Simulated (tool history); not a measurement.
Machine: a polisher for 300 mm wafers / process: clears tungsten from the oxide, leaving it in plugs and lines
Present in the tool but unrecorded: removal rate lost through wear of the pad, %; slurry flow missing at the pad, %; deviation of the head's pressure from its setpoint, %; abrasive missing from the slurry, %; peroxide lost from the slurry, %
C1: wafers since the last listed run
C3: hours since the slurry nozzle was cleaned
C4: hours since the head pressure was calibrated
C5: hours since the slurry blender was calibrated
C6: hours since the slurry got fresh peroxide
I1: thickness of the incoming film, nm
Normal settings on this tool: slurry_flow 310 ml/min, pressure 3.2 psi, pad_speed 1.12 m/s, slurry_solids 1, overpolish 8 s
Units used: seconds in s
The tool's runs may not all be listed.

{"run": 1, "day": 0.0, "slurry_flow": 310, "pressure": 3.7, "pad_speed": 1.12, "slurry_solids": 1, "overpolish": 8, "C1": 0, "wafers polished on this pad": 378, "C3": 283.1, "C4": 649.7, "C5": 142.2, "C6": 58.1, "I1": 351.9, "seconds": 65.2}
{"run": 2, "day": 0.546, "slurry_flow": 310, "pressure": 3.7, "pad_speed": 1.12, "slurry_solids": 1, "overpolish": 8, "C1": 180, "wafers polished on this pad": 559, "C3": 296.2, "C4": 662.8, "C5": 155.3, "C6": 71.2, "I1": 343.9, "seconds": 63.9}
{"day": 1.529, "done": "slurry tank refilled with fresh slurry and peroxide"}
{"day": 1.654, "done": "worn pad replaced by a new one"}
{"run": 3, "day": 2.067, "slurry_flow": 310, "pressure": 3.2, "pad_speed": 1.12, "slurry_solids": 1, "overpolish": 8, "C1": 448, "wafers polished on this pad": 136, "C3": 332.7, "C4": 699.3, "C5": 191.8, "C6": 12.9, "I1": 350.3, "seconds": 71.2}
{"day": 2.354, "done": "slurry blender recalibrated"}
{"run": 4, "day": 2.512, "slurry_flow": 310, "pressure": 3.2, "pad_speed": 1.12, "slurry_solids": 0.8, "overpolish": 11, "C1": 119, "wafers polished on this pad": 256, "C3": 343.4, "C4": 710, "C5": 3.8, "C6": 23.6, "I1": 347.3, "seconds": 71.1}
{"run": 5, "day": 3.233, "slurry_flow": 310, "pressure": 3.2, "pad_speed": 1.12, "slurry_solids": 0.8, "overpolish": 11, "C1": 238, "wafers polished on this pad": 494, "C3": 360.7, "C4": 727.3, "C5": 21.1, "C6": 40.9, "I1": 342.2, "seconds": 72.5}
{"run": 6, "day": 3.875, "slurry_flow": 310, "pressure": 3.2, "pad_speed": 1.12, "slurry_solids": 0.8, "overpolish": 11, "C1": 212, "wafers polished on this pad": 706, "C3": 376.1, "C4": 742.7, "C5": 36.5, "C6": 56.3, "I1": 345.7, "seconds": 72.2}
{"run": 7, "day": 4.262, "slurry_flow": 310, "pressure": 3.2, "pad_speed": 1.12, "slurry_solids": 1, "overpolish": 8, "C1": 128, "wafers polished on this pad": 835, "C3": 385.4, "C4": 752, "C5": 45.8, "C6": 65.6, "I1": 348.4, "seconds": 71}
{"day": 4.721, "done": "head pressure recalibrated"}
{"run": 8, "day": 4.742, "slurry_flow": 310, "pressure": 3.2, "pad_speed": 1.12, "slurry_solids": 1, "overpolish": 8, "C1": 130, "wafers polished on this pad": 965, "C3": 396.9, "C4": 0.5, "C5": 57.3, "C6": 77.1, "I1": 351.4, "seconds": 71.5}
{"day": 4.971, "done": "worn pad replaced by a new one"}
{"day": 5.038, "done": "slurry tank refilled with fresh slurry and peroxide"}
{"run": 9, "day": 5.488, "slurry_flow": 310, "pressure": 3.2, "pad_speed": 1.12, "slurry_solids": 1, "overpolish": 8, "C1": 177, "wafers polished on this pad": 157, "C3": 414.8, "C4": 18.4, "C5": 75.2, "C6": 10.8, "I1": 339.3, "seconds": 68.7}
{"run": 10, "day": 6.917, "slurry_flow": 310, "pressure": 3.2, "pad_speed": 1.12, "slurry_solids": 1, "overpolish": 8, "C1": 472, "wafers polished on this pad": 630, "C3": 449.1, "C4": 52.7, "C5": 109.5, "C6": 45.1, "I1": 346.8, "seconds": 72.2}
{"run": 11, "day": 7.458, "slurry_flow": 310, "pressure": 3.2, "pad_speed": 1.12, "slurry_solids": 1, "overpolish": 8, "C1": 179, "wafers polished on this pad": 809, "C3": 462.1, "C4": 65.7, "C5": 122.5, "C6": 58.1, "I1": 350.1, "seconds": 71.9}
{"day": 7.692, "done": "slurry nozzle cleaned"}
{"day": 7.842, "done": "worn pad replaced by a new one"}
{"run": 12, "day": 8.088, "slurry_flow": 310, "pressure": 3.2, "pad_speed": 0.84, "slurry_solids": 1, "overpolish": 8, "C1": 144, "wafers polished on this pad": 80, "C3": 9.5, "C4": 80.8, "C5": 137.6, "C6": 73.2, "I1": 347.7, "seconds": 93.2}
{"run": 13, "day": 8.388, "slurry_flow": 310, "pressure": 3.2, "pad_speed": 1.12, "slurry_solids": 1, "overpolish": 8, "C1": 99, "wafers polished on this pad": 180, "C3": 16.7, "C4": 88, "C5": 144.8, "C6": 80.4, "I1": 343.4, "seconds": 70}
{"day": 8.592, "done": "slurry tank refilled with fresh slurry and peroxide"}
{"run": 14, "day": 8.642, "slurry_flow": 310, "pressure": 2.8, "pad_speed": 0.9, "slurry_solids": 1, "overpolish": 4, "C1": 70, "wafers polished on this pad": 250, "C3": 22.8, "C4": 94.1, "C5": 150.9, "C6": 1.2, "I1": 347.8, "seconds": 96.6}
{"run": 15, "day": 9.071, "slurry_flow": 355, "pressure": 2.6, "pad_speed": 0.74, "slurry_solids": 1.2, "overpolish": 8, "C1": 141, "wafers polished on this pad": 392, "C3": 33.1, "C4": 104.4, "C5": 161.2, "C6": 11.5, "I1": 349.3, "seconds": 115.2}
{"day": 9.621, "done": "slurry blender recalibrated"}
{"run": 16, "day": 9.721, "slurry_flow": 310, "pressure": 3.2, "pad_speed": 1.12, "slurry_solids": 1, "overpolish": 8, "C1": 187, "wafers polished on this pad": 579, "C3": 48.7, "C4": 120, "C5": 2.4, "C6": 27.1, "I1": 343.9, "seconds": 66.3}
{"run": 17, "day": 10.012, "slurry_flow": 215, "pressure": 3.2, "pad_speed": 1.12, "slurry_solids": 1, "overpolish": 8, "C1": 96, "wafers polished on this pad": 676, "C3": 55.7, "C4": 127, "C5": 9.4, "C6": 34.1, "I1": 348.2, "seconds": 69.9}
{"run": 18, "day": 10.621, "slurry_flow": 355, "pressure": 3.2, "pad_speed": 1.36, "slurry_solids": 1, "overpolish": 8, "C1": 201, "wafers polished on this pad": 877, "C3": 70.3, "C4": 141.6, "C5": 24, "C6": 48.7, "I1": 344.5, "seconds": 55.7}
{"day": 10.808, "done": "worn pad replaced by a new one"}
{"run": 19, "day": 11.046, "slurry_flow": 345, "pressure": 3.2, "pad_speed": 0.74, "slurry_solids": 1.25, "overpolish": 10, "C1": 85, "wafers polished on this pad": 78, "C3": 80.5, "C4": 151.8, "C5": 34.2, "C6": 58.9, "I1": 347.2, "seconds": 96.9}

Run 20 is up next; what results do you expect?
{"run": 20, "day": 11.442, "slurry_flow": 250, "pressure": 2.9, "pad_speed": 1.12, "slurry_solids": 1, "overpolish": 8, "C1": 130, "wafers polished on this pad": 209, "C3": 90, "C4": 161.3, "C5": 43.7, "C6": 68.4, "I1": 349.7, "seconds": "?"}

{"run 20": {"seconds": 74.1}}
Without the tool's hidden state the same run would have given seconds 71.8 s.

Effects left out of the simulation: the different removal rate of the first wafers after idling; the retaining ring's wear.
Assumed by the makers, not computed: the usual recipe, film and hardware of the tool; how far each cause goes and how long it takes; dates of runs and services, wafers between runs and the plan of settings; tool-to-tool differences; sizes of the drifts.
